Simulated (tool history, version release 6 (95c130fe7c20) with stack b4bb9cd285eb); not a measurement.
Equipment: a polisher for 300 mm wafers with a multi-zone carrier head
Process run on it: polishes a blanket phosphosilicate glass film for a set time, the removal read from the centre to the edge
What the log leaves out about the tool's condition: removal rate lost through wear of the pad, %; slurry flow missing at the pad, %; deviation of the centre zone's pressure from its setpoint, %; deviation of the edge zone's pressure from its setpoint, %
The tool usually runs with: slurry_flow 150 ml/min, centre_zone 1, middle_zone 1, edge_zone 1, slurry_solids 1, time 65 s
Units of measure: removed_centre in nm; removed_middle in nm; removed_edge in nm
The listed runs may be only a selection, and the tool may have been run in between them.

run,hour,slurry_flow,centre_zone,middle_zone,edge_zone,slurry_solids,time,wafers since the last listed run,wafers polished on this pad,hours since the slurry nozzle was cleaned,hours since the centre zone pressure was calibrated,hours since the edge zone pressure was calibrated,hours since the carrier head's membrane was replaced,"incoming thickness of the incoming film, nm",removed_centre,removed_middle,removed_edge
1,0,150,1,1,1,1,65,0,4833,110.5,282.9,312,2128.9,2269.1,351.5,383.9,389.3
# hour 5.7: carrier head's membrane replaced by a new one
# hour 25.5: worn pad replaced by a new one
2,63.5,150,1,1,1,1,65,545,379,174,346.4,375.5,57.8,2327,355.8,379.2,388.9
3,161,150,1,0.92,1,1,65,975,1354,271.5,443.9,473,155.3,2309.5,352.1,358.5,396.6
4,304.9,150,1,1,1,1,65,1439,2794,415.4,587.8,616.9,299.2,2294.2,338.6,376.8,390.8
5,370.7,150,1,1,0.96,0.75,65,658,3452,481.2,653.6,682.7,365,2283.1,279.3,311.6,308.3
# hour 388.2: slurry nozzle cleaned
# hour 423.9: centre zone pressure recalibrated
6,471.1,150,1,1,1,1,65,974,4426,82.9,47.2,783.1,465.4,2280.2,377,377.9,397
# hour 564.4: worn pad replaced by a new one
7,574.7,150,1,1,1,0.75,65,996,103,186.5,150.8,886.7,569,2284.1,294.9,314.8,327.2
8,649,150,1,1,1,1,65,743,846,260.8,225.1,961,643.3,2286,354.6,379.1,390.6
# hour 740.1: edge zone pressure recalibrated
9,743.7,150,1.07,0.97,0.91,1,46,927,1773,355.5,319.8,3.6,738,2255,264.4,265,264.5
10,786.3,165,1.1,1,1,1,65,426,2199,398.1,362.4,46.2,780.6,2279.7,387.4,381.1,395.5
# hour 828.9: slurry nozzle cleaned
11,835.5,150,1,1,1,1,65,482,2681,6.6,411.6,95.4,829.8,2291.4,341.4,376.2,387.2
12,876.1,150,1,0.95,0.9,1,65,406,3087,47.2,452.2,136,870.4,2260,348.8,371.4,376.7
13,972.3,150,0.93,0.97,1,1,65,962,4049,143.4,548.4,232.2,966.6,2290.1,314.8,382.6,390.9
14,1037.2,125,1,1,1.06,1,43,649,4698,208.3,613.3,297.1,1031.5,2290.9,213.3,239.8,261.8
# hour 1102.2: worn pad replaced by a new one
15,1119.3,130,1,1.09,1,1,65,781,170,290.4,695.4,379.2,1113.6,2260.8,329.2,382.1,392.1
# hour 1122.9: centre zone pressure recalibrated
16,1163.2,150,1,0.92,0.89,0.75,65,419,589,334.3,40.3,423.1,1157.5,2298.9,298.5,295.3,311.4
17,1205.4,150,1,1,1,1,65,422,1011,376.5,82.5,465.3,1199.7,2267.7,365.5,383,387.3
18,1280.5,150,1,1,1,1,65,751,1762,451.6,157.6,540.4,1274.8,2278.7,350.6,382.2,390
# hour 1289.9: slurry nozzle cleaned
19,1381.1,150,0.9,1,1,1,65,996,2759,91.2,258.2,641,1375.4,2278.4,312.5,381.7,394.5
20,1432.6,150,1,1,1,1,44,515,3274,142.7,309.7,692.5,1426.9,2307.4,231.3,259.5,268.7

Below, each run's measurement less what the same run would have read without the hidden state. Both values contain the same run-to-run variation, but the gauge's scatter may not be the same in both:
run,removed_centre
1,-21
2,-24.1
3,-27
4,-28.5
5,-24.2
6,-6.8
7,-14.6
8,-23.3
9,-21.1
10,-32.8
11,-30.7
12,-32.6
13,-31.4
14,-21.7
15,-34.4
16,-8.7
17,-16.2
18,-23.1
19,-27.4
20,-21.9
removed_middle: within 0.2 nm of the measured result in every run.
removed_edge: measured minus the no-hidden-state value equals 0 in all runs.

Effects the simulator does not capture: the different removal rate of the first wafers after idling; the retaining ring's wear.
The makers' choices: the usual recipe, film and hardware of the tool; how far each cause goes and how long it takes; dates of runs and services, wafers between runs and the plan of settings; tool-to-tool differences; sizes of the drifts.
